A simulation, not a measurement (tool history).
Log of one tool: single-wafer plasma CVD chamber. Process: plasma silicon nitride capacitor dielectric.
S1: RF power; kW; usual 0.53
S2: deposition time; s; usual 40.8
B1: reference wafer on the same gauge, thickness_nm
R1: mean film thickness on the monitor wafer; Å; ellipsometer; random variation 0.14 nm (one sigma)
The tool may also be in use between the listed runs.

{"run": 1, "hour": 0.0, "S1": 0.53, "S2": 44.3, "B1": 71.594, "R1": 654.03}
{"run": 2, "hour": 53.8, "S1": 0.53, "S2": 44.3, "B1": 71.582, "R1": 653}
{"run": 3, "hour": 105.9, "S1": 0.53, "S2": 44.3, "B1": 71.598, "R1": 650.37}
{"run": 4, "hour": 155.2, "S1": 0.53, "S2": 40.8, "B1": 71.599, "R1": 599.92}
{"run": 5, "hour": 195.6, "S1": 0.53, "S2": 40.8, "B1": 71.585, "R1": 600.36}
{"run": 6, "hour": 244.1, "S1": 0.53, "S2": 40.8, "B1": 71.546, "R1": 597.43}
{"run": 7, "hour": 298.3, "S1": 0.53, "S2": 47.2, "B1": 71.604, "R1": 692.87}
{"run": 8, "hour": 363.9, "S1": 0.53, "S2": 47.2, "B1": 71.608, "R1": 692.66}
{"run": 9, "hour": 430.0, "S1": 0.53, "S2": 38.3, "B1": 71.564, "R1": 563.9}
{"run": 10, "hour": 459.7, "S1": 0.53, "S2": 38.3, "B1": 71.572, "R1": 562.44}
{"hour": 488.0, "done": "gauge calibrated"}
{"run": 11, "hour": 508.9, "S1": 0.53, "S2": 38.3, "B1": 71.612, "R1": 562.96}
{"run": 12, "hour": 549.5, "S1": 0.465, "S2": 36.3, "B1": 71.615, "R1": 518.46}
{"run": 13, "hour": 574.8, "S1": 0.465, "S2": 36.3, "B1": 71.621, "R1": 517.41}
{"run": 14, "hour": 599.7, "S1": 0.465, "S2": 36.3, "B1": 71.594, "R1": 520.1}
{"run": 15, "hour": 656.7, "S1": 0.53, "S2": 40.8, "B1": 71.63, "R1": 600.98}
{"run": 16, "hour": 705.6, "S1": 0.53, "S2": 40.8, "B1": 71.621, "R1": 599.59}
{"run": 17, "hour": 729.9, "S1": 0.53, "S2": 43.4, "B1": 71.64, "R1": 638.76}
{"run": 18, "hour": 797.6, "S1": 0.53, "S2": 40.8, "B1": 71.625, "R1": 599.93}
{"hour": 813.7, "done": "RF generator calibrated"}
{"run": 19, "hour": 825.7, "S1": 0.53, "S2": 40.8, "B1": 71.578, "R1": 593.7}
{"run": 20, "hour": 859.5, "S1": 0.505, "S2": 47.3, "B1": 71.638, "R1": 683.09}
{"run": 21, "hour": 910.6, "S1": 0.53, "S2": 40.8, "B1": 71.594, "R1": 593.16}
{"run": 22, "hour": 964.6, "S1": 0.575, "S2": 34.4, "B1": 71.601, "R1": 511.35}
{"run": 23, "hour": 1013.3, "S1": 0.585, "S2": 33.9, "B1": 71.595, "R1": 504.19}
{"hour": 1036.6, "done": "RF generator calibrated, repeated, since the last time left the tool worse"}
{"run": 24, "hour": 1065.9, "S1": 0.57, "S2": 36.7, "B1": 71.592, "R1": 554.25}
{"run": 25, "hour": 1105.3, "S1": 0.595, "S2": 37, "B1": 71.57, "R1": 564.85}
{"hour": 1138.6, "done": "showerhead replaced"}
{"run": 26, "hour": 1163.0, "S1": 0.46, "S2": 33.5, "B1": 71.617, "R1": 483.03}
{"run": 27, "hour": 1211.3, "S1": 0.595, "S2": 40.8, "B1": 71.582, "R1": 621.71}
{"run": 28, "hour": 1351.1, "S1": 0.625, "S2": 37.2, "B1": 71.606, "R1": 574.38}
{"run": 29, "hour": 1415.5, "S1": 0.58, "S2": 45.6, "B1": 71.552, "R1": 688.76}
{"run": 30, "hour": 1450.9, "S1": 0.485, "S2": 34, "B1": 71.57, "R1": 492.25}

4 ways to go on from here, each from the tool as it stands after run 30. What would each give?
{"run": "A", "hour": 1451.3, "S1": 0.53, "S2": 40.8, "B1": "?", "R1": "?"}
{"run": "B", "hour": 1451.3, "S1": 0.45, "S2": 47.8, "B1": "?", "R1": "?"}
{"run": "C", "hour": 1451.3, "S1": 0.62, "S2": 36.2, "B1": "?", "R1": "?"}
{"run": "D", "hour": 1451.3, "S1": 0.59, "S2": 45.2, "B1": "?", "R1": "?"}

run=A B1=71.591 R1=604.96
run=B B1=71.591 R1=683.79
run=C B1=71.591 R1=556.33
run=D B1=71.591 R1=686.72
Without the tool's hidden state the same runs would have given:
run=A R1=608.68
run=B R1=687.99
run=C R1=559.75
run=D R1=690.94

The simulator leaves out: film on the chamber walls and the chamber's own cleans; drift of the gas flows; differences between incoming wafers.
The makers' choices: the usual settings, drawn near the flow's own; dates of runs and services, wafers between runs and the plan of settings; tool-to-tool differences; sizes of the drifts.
